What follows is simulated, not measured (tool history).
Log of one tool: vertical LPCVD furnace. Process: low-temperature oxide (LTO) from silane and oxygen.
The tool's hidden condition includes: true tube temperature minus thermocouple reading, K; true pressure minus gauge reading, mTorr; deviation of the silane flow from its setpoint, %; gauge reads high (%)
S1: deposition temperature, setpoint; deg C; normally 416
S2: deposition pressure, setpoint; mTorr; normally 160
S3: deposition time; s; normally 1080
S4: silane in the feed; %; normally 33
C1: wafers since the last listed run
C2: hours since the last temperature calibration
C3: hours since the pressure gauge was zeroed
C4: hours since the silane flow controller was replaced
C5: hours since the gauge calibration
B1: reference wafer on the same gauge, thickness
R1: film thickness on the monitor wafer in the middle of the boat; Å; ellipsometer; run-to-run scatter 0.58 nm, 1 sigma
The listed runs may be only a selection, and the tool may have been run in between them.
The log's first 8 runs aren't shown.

run 9 day=17.183 | S1=416 S2=160 S3=1080 S4=33 | C1=353 C2=1906.5 C3=2833.8 C4=5820.3 C5=226.6 | B1=123.14 | R1=1140.7
run 10 day=19.488 | S1=416 S2=150 S3=1080 S4=33 | C1=447 C2=1961.8 C3=2889.1 C4=5875.6 C5=281.9 | B1=123.05 | R1=1076.6
run 11 day=22.342 | S1=416 S2=160 S3=1080 S4=33 | C1=554 C2=2030.3 C3=2957.6 C4=5944.1 C5=350.4 | B1=122.69 | R1=1154.0
run 12 day=26.196 | S1=416 S2=160 S3=1080 S4=33 | C1=748 C2=2122.8 C3=3050.1 C4=6036.6 C5=442.9 | B1=122.85 | R1=1146.0
-- day=28.017 thermocouples replaced and temperature profile calibrated
run 13 day=28.738 | S1=416 S2=160 S3=1080 S4=33 | C1=299 C2=17.3 C3=3111.1 C4=6097.6 C5=503.9 | B1=123.07 | R1=1087.4
run 14 day=30.783 | S1=416 S2=180 S3=1080 S4=33 | C1=397 C2=66.4 C3=3160.2 C4=6146.7 C5=553.0 | B1=122.95 | R1=1235.5
run 15 day=33.112 | S1=416 S2=135 S3=1080 S4=33 | C1=452 C2=122.3 C3=3216.1 C4=6202.6 C5=608.9 | B1=123.08 | R1=927.8
run 16 day=34.683 | S1=416 S2=160 S3=1260 S4=33 | C1=305 C2=160.0 C3=3253.8 C4=6240.3 C5=646.6 | B1=123.13 | R1=1278.5
run 17 day=35.933 | S1=416 S2=160 S3=1080 S4=33 | C1=242 C2=190.0 C3=3283.8 C4=6270.3 C5=676.6 | B1=123.01 | R1=1100.8
-- day=38.150 silane flow controller replaced
run 18 day=38.171 | S1=424 S2=160 S3=930 S4=33 | C1=240 C2=243.7 C3=3337.5 C4=0.5 C5=730.3 | B1=123.13 | R1=1030.7
-- day=39.896 pressure gauge zeroed
run 19 day=40.608 | S1=416 S2=130 S3=1350 S4=33 | C1=279 C2=302.2 C3=17.1 C4=59.0 C5=788.8 | B1=122.77 | R1=1114.0
run 20 day=41.758 | S1=416 S2=160 S3=1410 S4=26 | C1=223 C2=329.8 C3=44.7 C4=86.6 C5=816.4 | B1=122.77 | R1=1014.2
-- day=44.829 gauge calibrated
run 21 day=45.942 | S1=416 S2=160 S3=1080 S4=33 | C1=812 C2=430.2 C3=145.1 C4=187.0 C5=26.7 | B1=122.89 | R1=1113.0
run 22 day=48.375 | S1=416 S2=130 S3=870 S4=39 | C1=472 C2=488.6 C3=203.5 C4=245.4 C5=85.1 | B1=123.00 | R1=895.9
run 23 day=50.050 | S1=416 S2=195 S3=1080 S4=39 | C1=325 C2=528.8 C3=243.7 C4=285.6 C5=125.3 | B1=123.20 | R1=1647.9
run 24 day=51.333 | S1=425 S2=160 S3=1080 S4=33 | C1=249 C2=559.6 C3=274.5 C4=316.4 C5=156.1 | B1=122.84 | R1=1212.6
run 25 day=53.971 | S1=420 S2=180 S3=1200 S4=28 | C1=512 C2=622.9 C3=337.8 C4=379.7 C5=219.4 | B1=122.95 | R1=1147.9
run 26 day=56.629 | S1=416 S2=160 S3=1080 S4=33 | C1=516 C2=686.7 C3=401.6 C4=443.5 C5=283.2 | B1=123.03 | R1=1111.9
run 27 day=59.100 | S1=416 S2=160 S3=1080 S4=30 | C1=479 C2=746.0 C3=460.9 C4=502.8 C5=342.5 | B1=123.04 | R1=968.1
run 28 day=61.633 | S1=416 S2=160 S3=1080 S4=33 | C1=491 C2=806.8 C3=521.7 C4=563.6 C5=403.3 | B1=122.89 | R1=1098.8
run 29 day=64.096 | S1=416 S2=195 S3=1080 S4=33 | C1=478 C2=865.9 C3=580.8 C4=622.7 C5=462.4 | B1=123.14 | R1=1352.6
run 30 day=65.712 | S1=405 S2=160 S3=1230 S4=39 | C1=313 C2=904.7 C3=619.6 C4=661.5 C5=501.2 | B1=122.91 | R1=1390.9
run 31 day=66.929 | S1=416 S2=160 S3=1200 S4=33 | C1=236 C2=933.9 C3=648.8 C4=690.7 C5=530.4 | B1=122.92 | R1=1247.8
run 32 day=68.504 | S1=426 S2=160 S3=1080 S4=40 | C1=305 C2=971.7 C3=686.6 C4=728.5 C5=568.2 | B1=122.76 | R1=1556.2

Forecast each of these 3 alternatives for the next run:
run A day=68.712 | S1=416 S2=160 S3=1470 S4=33 | C1=40 C2=976.7 C3=691.6 C4=733.5 C5=573.2 | B1=? | R1=?
run B day=68.712 | S1=416 S2=175 S3=1080 S4=33 | C1=40 C2=976.7 C3=691.6 C4=733.5 C5=573.2 | B1=? | R1=?
run C day=68.712 | S1=408 S2=200 S3=690 S4=33 | C1=40 C2=976.7 C3=691.6 C4=733.5 C5=573.2 | B1=? | R1=?

run=A B1=123.12 R1=1498.0
run=B B1=123.12 R1=1203.7
run=C B1=123.12 R1=804.5
Had the tool no hidden state, the same runs would have come out as:
run=A R1=1474.9
run=B R1=1185.2
run=C R1=791.7
